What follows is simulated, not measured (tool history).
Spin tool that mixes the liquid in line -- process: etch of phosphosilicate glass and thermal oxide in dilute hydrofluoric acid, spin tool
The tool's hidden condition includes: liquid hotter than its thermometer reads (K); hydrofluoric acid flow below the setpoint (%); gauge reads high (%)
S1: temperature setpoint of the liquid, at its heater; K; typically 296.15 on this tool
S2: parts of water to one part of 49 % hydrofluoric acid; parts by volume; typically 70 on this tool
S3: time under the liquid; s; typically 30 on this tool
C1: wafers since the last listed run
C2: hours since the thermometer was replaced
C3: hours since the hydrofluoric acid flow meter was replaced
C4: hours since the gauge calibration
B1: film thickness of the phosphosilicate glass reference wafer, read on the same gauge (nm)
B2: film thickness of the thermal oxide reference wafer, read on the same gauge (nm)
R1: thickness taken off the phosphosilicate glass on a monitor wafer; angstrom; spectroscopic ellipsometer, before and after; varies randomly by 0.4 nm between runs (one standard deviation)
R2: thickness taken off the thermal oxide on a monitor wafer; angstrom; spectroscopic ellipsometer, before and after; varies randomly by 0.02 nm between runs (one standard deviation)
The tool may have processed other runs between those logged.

{"run": 1, "day": 0.0, "S1": 296.15, "S2": 70, "S3": 30, "C1": 0, "C2": 1795.5, "C3": 1179.0, "C4": 1193.7, "B1": 89.97, "B2": 130.013, "R1": 396.4, "R2": 18.28}
{"day": 6.454, "done": "hydrofluoric acid flow meter replaced"}
{"run": 2, "day": 9.333, "S1": 296.15, "S2": 70, "S3": 30, "C1": 3263, "C2": 2019.5, "C3": 69.1, "C4": 1417.7, "B1": 89.97, "B2": 130.0, "R1": 422.6, "R2": 20.16}
{"run": 3, "day": 11.054, "S1": 296.15, "S2": 60, "S3": 30, "C1": 604, "C2": 2060.8, "C3": 110.4, "C4": 1459.0, "B1": 89.99, "B2": 129.995, "R1": 504.4, "R2": 23.68}
{"run": 4, "day": 12.7, "S1": 296.15, "S2": 60, "S3": 30, "C1": 577, "C2": 2100.3, "C3": 149.9, "C4": 1498.5, "B1": 90.0, "B2": 129.994, "R1": 496.5, "R2": 23.42}
{"run": 5, "day": 15.554, "S1": 296.15, "S2": 60, "S3": 30, "C1": 1002, "C2": 2168.8, "C3": 218.4, "C4": 1567.0, "B1": 89.99, "B2": 129.973, "R1": 508.9, "R2": 23.22}
{"run": 6, "day": 18.533, "S1": 296.15, "S2": 70, "S3": 40, "C1": 1046, "C2": 2240.3, "C3": 289.9, "C4": 1638.5, "B1": 90.01, "B2": 129.993, "R1": 565.8, "R2": 26.46}
{"run": 7, "day": 20.846, "S1": 296.15, "S2": 70, "S3": 30, "C1": 812, "C2": 2295.8, "C3": 345.4, "C4": 1694.0, "B1": 89.99, "B2": 129.994, "R1": 415.4, "R2": 19.7}
{"run": 8, "day": 24.046, "S1": 296.15, "S2": 70, "S3": 30, "C1": 1123, "C2": 2372.6, "C3": 422.2, "C4": 1770.8, "B1": 89.99, "B2": 129.989, "R1": 409.1, "R2": 19.69}
{"run": 9, "day": 28.204, "S1": 296.15, "S2": 70, "S3": 30, "C1": 1460, "C2": 2472.4, "C3": 522.0, "C4": 1870.6, "B1": 90.0, "B2": 130.008, "R1": 404.1, "R2": 19.15}
{"run": 10, "day": 30.204, "S1": 296.15, "S2": 70, "S3": 30, "C1": 702, "C2": 2520.4, "C3": 570.0, "C4": 1918.6, "B1": 89.99, "B2": 129.993, "R1": 410.8, "R2": 19.35}
{"run": 11, "day": 31.904, "S1": 296.15, "S2": 70, "S3": 30, "C1": 597, "C2": 2561.2, "C3": 610.8, "C4": 1959.4, "B1": 89.98, "B2": 130.015, "R1": 410.0, "R2": 19.31}
{"run": 12, "day": 33.904, "S1": 296.15, "S2": 70, "S3": 30, "C1": 702, "C2": 2609.2, "C3": 658.8, "C4": 2007.4, "B1": 89.98, "B2": 129.996, "R1": 404.4, "R2": 19.01}
{"day": 36.275, "done": "gauge calibrated"}
{"run": 13, "day": 36.542, "S1": 300.15, "S2": 70, "S3": 20, "C1": 926, "C2": 2672.5, "C3": 722.1, "C4": 6.4, "B1": 90.01, "B2": 129.999, "R1": 315.8, "R2": 15.04}
{"run": 14, "day": 39.517, "S1": 296.15, "S2": 70, "S3": 25, "C1": 1044, "C2": 2743.9, "C3": 793.5, "C4": 77.8, "B1": 90.03, "B2": 130.012, "R1": 334.5, "R2": 15.67}
{"run": 15, "day": 42.004, "S1": 293.15, "S2": 70, "S3": 30, "C1": 873, "C2": 2803.6, "C3": 853.2, "C4": 137.5, "B1": 90.02, "B2": 130.006, "R1": 358.1, "R2": 16.53}
{"day": 42.404, "done": "thermometer replaced"}
{"run": 16, "day": 43.546, "S1": 296.15, "S2": 70, "S3": 30, "C1": 526, "C2": 27.4, "C3": 890.2, "C4": 174.5, "B1": 89.98, "B2": 130.001, "R1": 399.4, "R2": 18.88}
{"run": 17, "day": 46.388, "S1": 294.65, "S2": 40, "S3": 45, "C1": 997, "C2": 95.6, "C3": 958.4, "C4": 242.7, "B1": 90.0, "B2": 129.989, "R1": 1029.4, "R2": 47.97}
{"run": 18, "day": 49.662, "S1": 296.15, "S2": 70, "S3": 20, "C1": 1150, "C2": 174.2, "C3": 1037.0, "C4": 321.3, "B1": 89.97, "B2": 130.005, "R1": 261.9, "R2": 12.18}
{"run": 19, "day": 51.4, "S1": 296.15, "S2": 70, "S3": 30, "C1": 610, "C2": 215.9, "C3": 1078.7, "C4": 363.0, "B1": 89.98, "B2": 129.997, "R1": 385.4, "R2": 18.41}
{"run": 20, "day": 55.396, "S1": 296.15, "S2": 60, "S3": 30, "C1": 1403, "C2": 311.8, "C3": 1174.6, "C4": 458.9, "B1": 89.99, "B2": 130.009, "R1": 458.2, "R2": 21.54}
{"day": 59.188, "done": "hydrofluoric acid flow meter replaced"}
{"run": 21, "day": 59.825, "S1": 298.65, "S2": 50, "S3": 45, "C1": 1540, "C2": 418.1, "C3": 15.3, "C4": 565.2, "B1": 89.98, "B2": 130.009, "R1": 1015.3, "R2": 46.57}
{"run": 22, "day": 63.725, "S1": 297.65, "S2": 55, "S3": 50, "C1": 1369, "C2": 511.7, "C3": 108.9, "C4": 658.8, "B1": 89.97, "B2": 130.012, "R1": 966.8, "R2": 45.46}
{"run": 23, "day": 68.175, "S1": 296.15, "S2": 70, "S3": 30, "C1": 1562, "C2": 618.5, "C3": 215.7, "C4": 765.6, "B1": 90.0, "B2": 130.007, "R1": 413.6, "R2": 19.5}
{"run": 24, "day": 71.188, "S1": 296.15, "S2": 55, "S3": 50, "C1": 1057, "C2": 690.8, "C3": 288.0, "C4": 837.9, "B1": 90.0, "B2": 129.988, "R1": 907.8, "R2": 42.8}
{"run": 25, "day": 75.321, "S1": 292.15, "S2": 70, "S3": 30, "C1": 1451, "C2": 790.0, "C3": 387.2, "C4": 937.1, "B1": 89.99, "B2": 130.005, "R1": 349.9, "R2": 16.59}

A few steps of R1 between consecutive runs. Split each: what settings, incoming material and random variation would produce without the hidden state, and what is left over for the hidden state, along with gauge scatter present in only one of the two compared results (measured, and without hidden state):
Run 16 -> 17: S1 296.15 -> 294.65, S2 70 -> 40, S3 30 -> 45. R1 +630.0 angstrom: hidden state -56.1, all else +686.1.
Run 17 -> 18: S1 294.65 -> 296.15, S2 40 -> 70, S3 45 -> 20. R1 -767.5 angstrom: hidden state +63.8, all else -831.3.
